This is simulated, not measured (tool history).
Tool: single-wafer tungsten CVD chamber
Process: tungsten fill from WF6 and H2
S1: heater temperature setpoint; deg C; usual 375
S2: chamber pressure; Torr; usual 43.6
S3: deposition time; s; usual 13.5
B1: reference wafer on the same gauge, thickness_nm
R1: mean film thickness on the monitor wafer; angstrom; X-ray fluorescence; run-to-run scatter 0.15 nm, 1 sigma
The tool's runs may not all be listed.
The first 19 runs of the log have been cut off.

{"run": 20, "day": 59.629, "S1": 369, "S2": 43.6, "S3": 15.1, "B1": 28.412, "R1": 302.14}
{"run": 21, "day": 62.212, "S1": 375, "S2": 43.6, "S3": 13.5, "B1": 28.342, "R1": 301.94}
{"run": 22, "day": 64.646, "S1": 368, "S2": 49.4, "S3": 14.4, "B1": 28.358, "R1": 292.82}
{"run": 23, "day": 66.617, "S1": 361, "S2": 43.6, "S3": 11.4, "B1": 28.394, "R1": 196.7}
{"run": 24, "day": 69.108, "S1": 375, "S2": 33.3, "S3": 14.5, "B1": 28.406, "R1": 300.7}
{"run": 25, "day": 71.183, "S1": 379, "S2": 43.6, "S3": 15.6, "B1": 28.461, "R1": 379.05}
{"day": 71.838, "done": "capacitance manometer re-zeroed and calibrated"}
{"run": 26, "day": 73.371, "S1": 375, "S2": 43.6, "S3": 16.1, "B1": 28.387, "R1": 353.89}
{"run": 27, "day": 75.879, "S1": 375, "S2": 37.4, "S3": 13.5, "B1": 28.42, "R1": 285.78}
{"run": 28, "day": 79.692, "S1": 379, "S2": 36.2, "S3": 12.0, "B1": 28.381, "R1": 268.71}
{"run": 29, "day": 81.312, "S1": 375, "S2": 43.6, "S3": 13.5, "B1": 28.412, "R1": 300.08}
{"run": 30, "day": 83.062, "S1": 382, "S2": 34.9, "S3": 13.5, "B1": 28.382, "R1": 321.14}
{"run": 31, "day": 84.946, "S1": 375, "S2": 43.6, "S3": 13.5, "B1": 28.406, "R1": 297.25}
{"run": 32, "day": 87.3, "S1": 375, "S2": 43.6, "S3": 13.5, "B1": 28.365, "R1": 301.48}
{"run": 33, "day": 88.775, "S1": 361, "S2": 48.3, "S3": 13.5, "B1": 28.393, "R1": 237.7}

Here are 5 independent what-if runs from the current tool condition. What would each one return?
{"run": "A", "day": 88.792, "S1": 375, "S2": 39.7, "S3": 13.5, "B1": "?", "R1": "?"}
{"run": "B", "day": 88.792, "S1": 362, "S2": 43.6, "S3": 14.7, "B1": "?", "R1": "?"}
{"run": "C", "day": 88.792, "S1": 367, "S2": 43.6, "S3": 13.5, "B1": "?", "R1": "?"}
{"run": "D", "day": 88.792, "S1": 375, "S2": 49.7, "S3": 13.5, "B1": "?", "R1": "?"}
{"run": "E", "day": 88.792, "S1": 368, "S2": 43.6, "S3": 13.5, "B1": "?", "R1": "?"}

run=A B1=28.399 R1=291.47
run=B B1=28.399 R1=255.57
run=C B1=28.399 R1=258.33
run=D B1=28.399 R1=312.98
run=E B1=28.399 R1=263.31
With no hidden state in the tool, these same runs would have given:
run=A R1=288.14
run=B R1=252.69
run=C R1=255.42
run=D R1=309.45
run=E R1=260.34
